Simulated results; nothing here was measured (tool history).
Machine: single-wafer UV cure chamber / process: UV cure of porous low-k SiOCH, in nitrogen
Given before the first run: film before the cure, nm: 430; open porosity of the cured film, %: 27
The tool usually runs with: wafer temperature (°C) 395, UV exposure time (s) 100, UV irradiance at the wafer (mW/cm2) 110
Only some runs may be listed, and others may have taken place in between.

| run | hour | wafer temperature (°C) | UV exposure time (s) | UV irradiance at the wafer (mW/cm2) | wafers since the last listed run | hours since the UV bulbs were replaced | wafers since the quartz window was cleaned | loss of film thickness in the cure (%) |
|---|---|---|---|---|---|---|---|---|
| 1 | 0 | 395 | 140 | 110 | 0 | 801.3 | 1517 | 7.871 |
| 2 | 32 | 395 | 140 | 110 | 287 | 833.3 | 1804 | 7.993 |
| 3 | 59.8 | 395 | 100 | 141 | 249 | 861.1 | 2054 | 7.547 |
| 4 | 85.6 | 395 | 100 | 141 | 231 | 886.9 | 2285 | 7.335 |
| 5 | 146.6 | 395 | 100 | 141 | 547 | 947.9 | 2833 | 7.246 |
|  | 220.3 | quartz window cleaned |
| 6 | 279.4 | 395 | 100 | 110 | 1120 | 1080.7 | 530 | 6.752 |
| 7 | 320.7 | 395 | 100 | 110 | 370 | 1122 | 901 | 6.482 |
| 8 | 357.7 | 395 | 100 | 110 | 332 | 1159 | 1233 | 6.445 |
| 9 | 387 | 407 | 100 | 128 | 263 | 1188.3 | 1496 | 7.232 |
| 10 | 447.4 | 407 | 100 | 128 | 542 | 1248.7 | 2039 | 7.021 |
| 11 | 517.3 | 407 | 100 | 128 | 627 | 1318.6 | 2666 | 6.807 |
|  | 560.5 | quartz window cleaned |
| 12 | 563.6 | 395 | 100 | 110 | 343 | 1364.9 | 27 | 6.934 |
| 13 | 610.9 | 395 | 100 | 110 | 424 | 1412.2 | 452 | 6.619 |
| 14 | 650.2 | 395 | 100 | 84 | 352 | 1451.5 | 805 | 5.463 |
| 15 | 677.2 | 395 | 100 | 84 | 242 | 1478.5 | 1047 | 5.382 |
| 16 | 740.4 | 395 | 100 | 84 | 567 | 1541.7 | 1614 | 5.223 |
| 17 | 804.4 | 407 | 100 | 110 | 574 | 1605.7 | 2189 | 6.271 |
| 18 | 832.8 | 395 | 100 | 110 | 254 | 1634.1 | 2444 | 5.957 |
| 19 | 863.6 | 408 | 100 | 110 | 276 | 1664.9 | 2720 | 6.442 |
|  | 888.6 | quartz window cleaned |
| 20 | 918.9 | 395 | 100 | 130 | 424 | 1720.2 | 271 | 7.49 |
|  | 942.2 | UV bulbs replaced |
| 21 | 987.8 | 380 | 100 | 110 | 546 | 45.6 | 818 | 7.029 |
| 22 | 1044.9 | 395 | 100 | 141 | 512 | 102.7 | 1330 | 8.126 |
| 23 | 1070.4 | 395 | 100 | 110 | 228 | 128.2 | 1559 | 7.08 |
| 24 | 1112.8 | 395 | 100 | 110 | 380 | 170.6 | 1940 | 6.964 |
| 25 | 1183.8 | 395 | 135 | 90 | 637 | 241.6 | 2577 | 7.14 |
|  | 1223.6 | quartz window cleaned |
| 26 | 1253.5 | 388 | 45 | 110 | 553 | 311.3 | 268 | 4.33 |
| 27 | 1300.2 | 395 | 100 | 84 | 419 | 358 | 687 | 6.211 |
| 28 | 1370.9 | 395 | 100 | 110 | 634 | 428.7 | 1321 | 6.833 |
| 29 | 1439.8 | 402 | 125 | 138 | 618 | 497.6 | 1940 | 8.582 |
| 30 | 1491.4 | 378 | 160 | 110 | 463 | 549.2 | 2403 | 8.169 |
| 31 | 1528 | 395 | 100 | 110 | 328 | 585.8 | 2732 | 6.504 |
| 32 | 1558.1 | 375 | 160 | 147 | 270 | 615.9 | 3002 | 8.978 |
|  | 1589.8 | quartz window cleaned |
| 33 | 1617.8 | 379 | 60 | 134 | 464 | 675.6 | 251 | 5.692 |
| 34 | 1680.2 | 395 | 100 | 99 | 560 | 738 | 811 | 6.345 |
| 35 | 1736.6 | 395 | 100 | 110 | 506 | 794.4 | 1318 | 6.658 |
| 36 | 1778 | 378 | 130 | 77 | 371 | 835.8 | 1689 | 5.888 |
| 37 | 1803 | 401 | 100 | 74 | 224 | 860.8 | 1914 | 5.077 |
| 38 | 1832.2 | 395 | 40 | 142 | 262 | 890 | 2176 | 4.098 |

Per-run results on a tool with no hidden state, each run keeping its own random variation:
The tool's hidden condition here consists of: lamp output below its setpoint, %; transmission lost against a clean window, %.
| run | loss of film thickness in the cure (%) |
|---|---|
| 1 | 9.691 |
| 2 | 9.943 |
| 3 | 9.533 |
| 4 | 9.321 |
| 5 | 9.314 |
| 6 | 8.294 |
| 7 | 8.18 |
| 8 | 8.286 |
| 9 | 9.223 |
| 10 | 9.107 |
| 11 | 8.944 |
| 12 | 8.231 |
| 13 | 8.192 |
| 14 | 7.133 |
| 15 | 7.142 |
| 16 | 7.127 |
| 17 | 8.385 |
| 18 | 8.052 |
| 19 | 8.694 |
| 20 | 9.208 |
| 21 | 7.864 |
| 22 | 9.286 |
| 23 | 8.319 |
| 24 | 8.35 |
| 25 | 8.722 |
| 26 | 5.059 |
| 27 | 7.379 |
| 28 | 8.341 |
| 29 | 10.382 |
| 30 | 10.077 |
| 31 | 8.401 |
| 32 | 10.994 |
| 33 | 6.832 |
| 34 | 7.861 |
| 35 | 8.431 |
| 36 | 7.712 |
| 37 | 6.867 |
| 38 | 5.778 |
